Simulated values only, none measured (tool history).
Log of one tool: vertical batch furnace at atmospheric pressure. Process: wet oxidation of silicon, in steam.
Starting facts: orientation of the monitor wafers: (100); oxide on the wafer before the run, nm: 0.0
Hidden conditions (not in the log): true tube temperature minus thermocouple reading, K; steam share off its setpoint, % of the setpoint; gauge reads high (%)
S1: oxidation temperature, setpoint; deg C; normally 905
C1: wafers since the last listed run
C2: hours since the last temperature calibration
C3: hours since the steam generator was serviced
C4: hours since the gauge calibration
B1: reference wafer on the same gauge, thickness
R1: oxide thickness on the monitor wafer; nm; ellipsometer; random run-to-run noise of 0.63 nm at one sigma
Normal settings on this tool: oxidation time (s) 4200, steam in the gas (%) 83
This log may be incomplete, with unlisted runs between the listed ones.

{"run": 1, "day": 0.0, "S1": 905, "oxidation time (s)": 5490, "steam in the gas (%)": 88, "C1": 0, "C2": 1392.7, "C3": 1836, "C4": 6, "B1": 134.86, "R1": 205.98}
{"run": 2, "day": 4.062, "S1": 905, "oxidation time (s)": 5490, "steam in the gas (%)": 88, "C1": 1005, "C2": 1490.2, "C3": 1933.5, "C4": 103.5, "B1": 135.06, "R1": 205.08}
{"run": 3, "day": 4.746, "S1": 905, "oxidation time (s)": 4200, "steam in the gas (%)": 83, "C1": 169, "C2": 1506.6, "C3": 1949.9, "C4": 119.9, "B1": 134.98, "R1": 154.94}
{"run": 4, "day": 5.329, "S1": 905, "oxidation time (s)": 4200, "steam in the gas (%)": 83, "C1": 144, "C2": 1520.6, "C3": 1963.9, "C4": 133.9, "B1": 135.12, "R1": 154.78}
{"run": 5, "day": 5.846, "S1": 905, "oxidation time (s)": 4200, "steam in the gas (%)": 83, "C1": 127, "C2": 1533, "C3": 1976.3, "C4": 146.3, "B1": 135.03, "R1": 154.4}
{"run": 6, "day": 6.546, "S1": 905, "oxidation time (s)": 4200, "steam in the gas (%)": 80, "C1": 173, "C2": 1549.8, "C3": 1993.1, "C4": 163.1, "B1": 135.11, "R1": 150}
{"run": 7, "day": 7.662, "S1": 905, "oxidation time (s)": 4200, "steam in the gas (%)": 80, "C1": 276, "C2": 1576.6, "C3": 2019.9, "C4": 189.9, "B1": 134.99, "R1": 150.47}
{"run": 8, "day": 8.583, "S1": 886, "oxidation time (s)": 4200, "steam in the gas (%)": 89, "C1": 228, "C2": 1598.7, "C3": 2042, "C4": 212, "B1": 135.08, "R1": 125.29}
{"run": 9, "day": 9.592, "S1": 905, "oxidation time (s)": 4200, "steam in the gas (%)": 74, "C1": 249, "C2": 1622.9, "C3": 2066.2, "C4": 236.2, "B1": 135.04, "R1": 139.38}
{"run": 10, "day": 10.162, "S1": 896, "oxidation time (s)": 4200, "steam in the gas (%)": 83, "C1": 141, "C2": 1636.6, "C3": 2079.9, "C4": 249.9, "B1": 135.21, "R1": 138.01}
{"run": 11, "day": 11.258, "S1": 896, "oxidation time (s)": 4200, "steam in the gas (%)": 83, "C1": 271, "C2": 1662.9, "C3": 2106.2, "C4": 276.2, "B1": 134.93, "R1": 137.6}
{"run": 12, "day": 12.671, "S1": 896, "oxidation time (s)": 4200, "steam in the gas (%)": 83, "C1": 349, "C2": 1696.8, "C3": 2140.1, "C4": 310.1, "B1": 135.06, "R1": 137.05}
{"run": 13, "day": 13.271, "S1": 905, "oxidation time (s)": 4200, "steam in the gas (%)": 83, "C1": 148, "C2": 1711.2, "C3": 2154.5, "C4": 324.5, "B1": 135.06, "R1": 154.99}
{"run": 14, "day": 13.833, "S1": 905, "oxidation time (s)": 4200, "steam in the gas (%)": 83, "C1": 139, "C2": 1724.7, "C3": 2168, "C4": 338, "B1": 134.84, "R1": 154.82}
{"run": 15, "day": 14.567, "S1": 905, "oxidation time (s)": 4200, "steam in the gas (%)": 74, "C1": 181, "C2": 1742.3, "C3": 2185.6, "C4": 355.6, "B1": 134.94, "R1": 140.65}
{"day": 16.004, "done": "thermocouples replaced and temperature profile calibrated"}
{"run": 16, "day": 16.025, "S1": 926, "oxidation time (s)": 4200, "steam in the gas (%)": 77, "C1": 113, "C2": 0.5, "C3": 2220.6, "C4": 390.6, "B1": 134.95, "R1": 176.68}
{"run": 17, "day": 16.75, "S1": 905, "oxidation time (s)": 4200, "steam in the gas (%)": 90, "C1": 179, "C2": 17.9, "C3": 2238, "C4": 408, "B1": 135.01, "R1": 156.82}
{"run": 18, "day": 17.458, "S1": 898, "oxidation time (s)": 3060, "steam in the gas (%)": 92, "C1": 175, "C2": 34.9, "C3": 2255, "C4": 425, "B1": 134.98, "R1": 108.59}

Run 19, settings as shown, results not yet in. Your forecast:
{"day": 18.55, "done": "gauge calibrated"}
{"day": 18.933, "done": "steam generator serviced"}
{"run": 19, "day": 18.954, "S1": 881, "oxidation time (s)": 4200, "steam in the gas (%)": 83, "C1": 122, "C2": 70.8, "C3": 0.5, "C4": 9.7, "B1": "?", "R1": "?"}

Run 19 produced B1 135.03, R1 110.65 nm.
Take away the tool's hidden state, keep the run-to-run variation as it was, and the same run would have given R1 109.79 nm.
